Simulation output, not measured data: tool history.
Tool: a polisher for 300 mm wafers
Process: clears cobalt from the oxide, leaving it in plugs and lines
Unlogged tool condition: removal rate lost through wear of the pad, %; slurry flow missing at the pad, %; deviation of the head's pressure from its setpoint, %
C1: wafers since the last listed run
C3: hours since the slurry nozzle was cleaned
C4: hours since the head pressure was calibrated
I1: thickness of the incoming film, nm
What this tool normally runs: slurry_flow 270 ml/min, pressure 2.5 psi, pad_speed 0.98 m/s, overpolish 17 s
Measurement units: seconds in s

{"run": 1, "hour": 0.0, "slurry_flow": 270, "pressure": 2.5, "pad_speed": 0.98, "overpolish": 17, "C1": 0, "wafers polished on this pad": 132, "C3": 50.5, "C4": 92.3, "I1": 222.6, "seconds": 38.0}
{"run": 2, "hour": 24.3, "slurry_flow": 270, "pressure": 2.5, "pad_speed": 0.98, "overpolish": 17, "C1": 243, "wafers polished on this pad": 375, "C3": 74.8, "C4": 116.6, "I1": 222.5, "seconds": 38.9}
{"run": 3, "hour": 56.6, "slurry_flow": 270, "pressure": 2.5, "pad_speed": 0.98, "overpolish": 17, "C1": 323, "wafers polished on this pad": 699, "C3": 107.1, "C4": 148.9, "I1": 220.2, "seconds": 36.8}
{"run": 4, "hour": 82.7, "slurry_flow": 270, "pressure": 2.5, "pad_speed": 0.98, "overpolish": 17, "C1": 261, "wafers polished on this pad": 961, "C3": 133.2, "C4": 175.0, "I1": 216.1, "seconds": 36.7}
{"run": 5, "hour": 112.5, "slurry_flow": 270, "pressure": 2.5, "pad_speed": 0.98, "overpolish": 17, "C1": 298, "wafers polished on this pad": 1259, "C3": 163.0, "C4": 204.8, "I1": 217.1, "seconds": 36.7}
{"hour": 130.9, "done": "worn pad replaced by a new one"}
{"run": 6, "hour": 131.4, "slurry_flow": 270, "pressure": 2.5, "pad_speed": 0.98, "overpolish": 17, "C1": 149, "wafers polished on this pad": 5, "C3": 181.9, "C4": 223.7, "I1": 221.0, "seconds": 38.2}
{"run": 7, "hour": 143.7, "slurry_flow": 270, "pressure": 2.5, "pad_speed": 1.16, "overpolish": 17, "C1": 123, "wafers polished on this pad": 128, "C3": 194.2, "C4": 236.0, "I1": 218.8, "seconds": 32.6}
{"run": 8, "hour": 177.6, "slurry_flow": 270, "pressure": 2.5, "pad_speed": 1.16, "overpolish": 17, "C1": 339, "wafers polished on this pad": 468, "C3": 228.1, "C4": 269.9, "I1": 217.4, "seconds": 31.8}
{"run": 9, "hour": 207.7, "slurry_flow": 270, "pressure": 2.5, "pad_speed": 1.16, "overpolish": 17, "C1": 301, "wafers polished on this pad": 770, "C3": 258.2, "C4": 300.0, "I1": 218.3, "seconds": 32.2}
{"run": 10, "hour": 236.7, "slurry_flow": 270, "pressure": 2.5, "pad_speed": 1.1, "overpolish": 17, "C1": 290, "wafers polished on this pad": 1060, "C3": 287.2, "C4": 329.0, "I1": 218.4, "seconds": 34.1}
{"hour": 243.5, "done": "head pressure recalibrated"}
{"hour": 261.0, "done": "worn pad replaced by a new one"}
{"run": 11, "hour": 265.3, "slurry_flow": 270, "pressure": 2.5, "pad_speed": 0.98, "overpolish": 22, "C1": 226, "wafers polished on this pad": 43, "C3": 315.8, "C4": 21.8, "I1": 219.3, "seconds": 38.2}
{"run": 12, "hour": 279.3, "slurry_flow": 270, "pressure": 2.5, "pad_speed": 0.78, "overpolish": 17, "C1": 140, "wafers polished on this pad": 183, "C3": 329.8, "C4": 35.8, "I1": 221.5, "seconds": 48.8}
{"run": 13, "hour": 312.0, "slurry_flow": 190, "pressure": 2.5, "pad_speed": 1.3, "overpolish": 17, "C1": 327, "wafers polished on this pad": 511, "C3": 362.5, "C4": 68.5, "I1": 223.6, "seconds": 32.0}
{"run": 14, "hour": 345.9, "slurry_flow": 270, "pressure": 2.5, "pad_speed": 1.16, "overpolish": 17, "C1": 339, "wafers polished on this pad": 850, "C3": 396.4, "C4": 102.4, "I1": 220.4, "seconds": 33.4}
{"run": 15, "hour": 376.6, "slurry_flow": 270, "pressure": 2.2, "pad_speed": 0.76, "overpolish": 17, "C1": 307, "wafers polished on this pad": 1158, "C3": 427.1, "C4": 133.1, "I1": 218.7, "seconds": 58.8}
{"hour": 388.9, "done": "slurry nozzle cleaned"}
{"run": 16, "hour": 404.8, "slurry_flow": 345, "pressure": 2.5, "pad_speed": 0.78, "overpolish": 17, "C1": 272, "wafers polished on this pad": 1431, "C3": 15.9, "C4": 161.3, "I1": 220.1, "seconds": 46.4}
{"hour": 408.8, "done": "worn pad replaced by a new one"}
{"run": 17, "hour": 429.9, "slurry_flow": 210, "pressure": 2.5, "pad_speed": 0.98, "overpolish": 17, "C1": 211, "wafers polished on this pad": 211, "C3": 41.0, "C4": 186.4, "I1": 222.8, "seconds": 39.3}
{"run": 18, "hour": 448.3, "slurry_flow": 270, "pressure": 1.6, "pad_speed": 0.98, "overpolish": 17, "C1": 184, "wafers polished on this pad": 395, "C3": 59.4, "C4": 204.8, "I1": 218.8, "seconds": 58.4}
{"run": 19, "hour": 471.2, "slurry_flow": 270, "pressure": 2.5, "pad_speed": 0.98, "overpolish": 17, "C1": 229, "wafers polished on this pad": 625, "C3": 82.3, "C4": 227.7, "I1": 221.4, "seconds": 38.3}
{"run": 20, "hour": 489.4, "slurry_flow": 300, "pressure": 2.5, "pad_speed": 0.98, "overpolish": 12, "C1": 182, "wafers polished on this pad": 807, "C3": 100.5, "C4": 245.9, "I1": 219.7, "seconds": 38.3}

4 options for the next run, each taken on its own from the tool as it stands now. Forecast them:
{"run": "A", "hour": 489.8, "slurry_flow": 270, "pressure": 2.5, "pad_speed": 0.98, "overpolish": 17, "C1": 4, "wafers polished on this pad": 811, "C3": 100.9, "C4": 246.3, "I1": 217.3, "seconds": "?"}
{"run": "B", "hour": 489.8, "slurry_flow": 270, "pressure": 2.7, "pad_speed": 0.64, "overpolish": 17, "C1": 4, "wafers polished on this pad": 811, "C3": 100.9, "C4": 246.3, "I1": 217.3, "seconds": "?"}
{"run": "C", "hour": 489.8, "slurry_flow": 205, "pressure": 3.2, "pad_speed": 1.24, "overpolish": 22, "C1": 4, "wafers polished on this pad": 811, "C3": 100.9, "C4": 246.3, "I1": 217.3, "seconds": "?"}
{"run": "D", "hour": 489.8, "slurry_flow": 270, "pressure": 2.2, "pad_speed": 0.98, "overpolish": 11, "C1": 4, "wafers polished on this pad": 811, "C3": 100.9, "C4": 246.3, "I1": 217.3, "seconds": "?"}

run=A seconds=37.1
run=B seconds=52.6
run=C seconds=23.7
run=D seconds=42.2
With the hidden condition removed and each run's random variation left untouched, the same runs would have given:
run=A seconds=36.5
run=B seconds=51.8
run=C seconds=23.2
run=D seconds=41.5
